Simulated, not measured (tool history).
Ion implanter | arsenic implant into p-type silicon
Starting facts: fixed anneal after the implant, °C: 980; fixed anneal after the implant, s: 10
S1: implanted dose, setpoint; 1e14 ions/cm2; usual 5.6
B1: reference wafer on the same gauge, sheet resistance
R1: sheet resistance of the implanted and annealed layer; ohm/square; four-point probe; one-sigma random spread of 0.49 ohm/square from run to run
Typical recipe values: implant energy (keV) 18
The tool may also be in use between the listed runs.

run 1 hour=0 | S1=5.6 implant_energy_(keV)=18 | B1=215.49 | R1=191.25
run 2 hour=34.4 | S1=5.6 implant_energy_(keV)=14.5 | B1=215.68 | R1=198.86
run 3 hour=49.3 | S1=5.6 implant_energy_(keV)=14.5 | B1=215.67 | R1=197.96
run 4 hour=69.9 | S1=6.35 implant_energy_(keV)=18 | B1=215.64 | R1=177.67
run 5 hour=93.2 | S1=6.35 implant_energy_(keV)=18 | B1=215.89 | R1=178.03
run 6 hour=113.6 | S1=5.6 implant_energy_(keV)=18 | B1=215.87 | R1=191.71
run 7 hour=129.8 | S1=5.6 implant_energy_(keV)=18 | B1=216.08 | R1=191.81
run 8 hour=144.7 | S1=6.62 implant_energy_(keV)=18 | B1=215.97 | R1=174.07
run 9 hour=163 | S1=4.89 implant_energy_(keV)=18 | B1=216.16 | R1=209.91
run 10 hour=175.9 | S1=4.89 implant_energy_(keV)=18 | B1=216.44 | R1=209.82
run 11 hour=205.7 | S1=4.89 implant_energy_(keV)=18 | B1=216.52 | R1=209.92
-- hour=227.5 extraction supply calibrated
-- hour=232.4 Faraday cup replaced and dose calibrated
run 12 hour=232.9 | S1=4.97 implant_energy_(keV)=14 | B1=216.56 | R1=214.63
run 13 hour=258.6 | S1=4.09 implant_energy_(keV)=22 | B1=216.79 | R1=231.3
run 14 hour=280.1 | S1=6.95 implant_energy_(keV)=23 | B1=217.05 | R1=160.92
run 15 hour=296.6 | S1=6.08 implant_energy_(keV)=19.5 | B1=217.12 | R1=181.54
run 16 hour=310.4 | S1=5.6 implant_energy_(keV)=18 | B1=217.14 | R1=193.72
run 17 hour=340.2 | S1=6.38 implant_energy_(keV)=21.5 | B1=217.32 | R1=172.19
run 18 hour=356.5 | S1=5.6 implant_energy_(keV)=18 | B1=217.54 | R1=191.97
-- hour=375.6 gauge calibrated
run 19 hour=387.2 | S1=4.14 implant_energy_(keV)=22.5 | B1=215.1 | R1=226.85
run 20 hour=400.7 | S1=4.12 implant_energy_(keV)=16.5 | B1=214.88 | R1=237.28
run 21 hour=423.6 | S1=6.7 implant_energy_(keV)=15.5 | B1=214.9 | R1=177.01
run 22 hour=456.8 | S1=6.47 implant_energy_(keV)=16 | B1=214.88 | R1=179
run 23 hour=476.7 | S1=6.38 implant_energy_(keV)=21.5 | B1=214.92 | R1=170.93
run 24 hour=510.1 | S1=5.6 implant_energy_(keV)=18 | B1=214.92 | R1=190.9

Branching from run 24: 4 alternative next runs. What would each branch give?
run A hour=510.5 | S1=5.6 implant_energy_(keV)=18 | B1=? | R1=?
run B hour=510.5 | S1=4.59 implant_energy_(keV)=18 | B1=? | R1=?
run C hour=510.5 | S1=4.48 implant_energy_(keV)=11.5 | B1=? | R1=?
run D hour=510.5 | S1=5.09 implant_energy_(keV)=15 | B1=? | R1=?

run=A B1=215.01 R1=191.36
run=B B1=215.01 R1=217.91
run=C B1=215.01 R1=235.85
run=D B1=215.01 R1=208.95
Take away the tool's hidden state, keep each run's random variation, and the runs would have read:
run=A R1=191.35
run=B R1=217.9
run=C R1=235.84
run=D R1=208.94
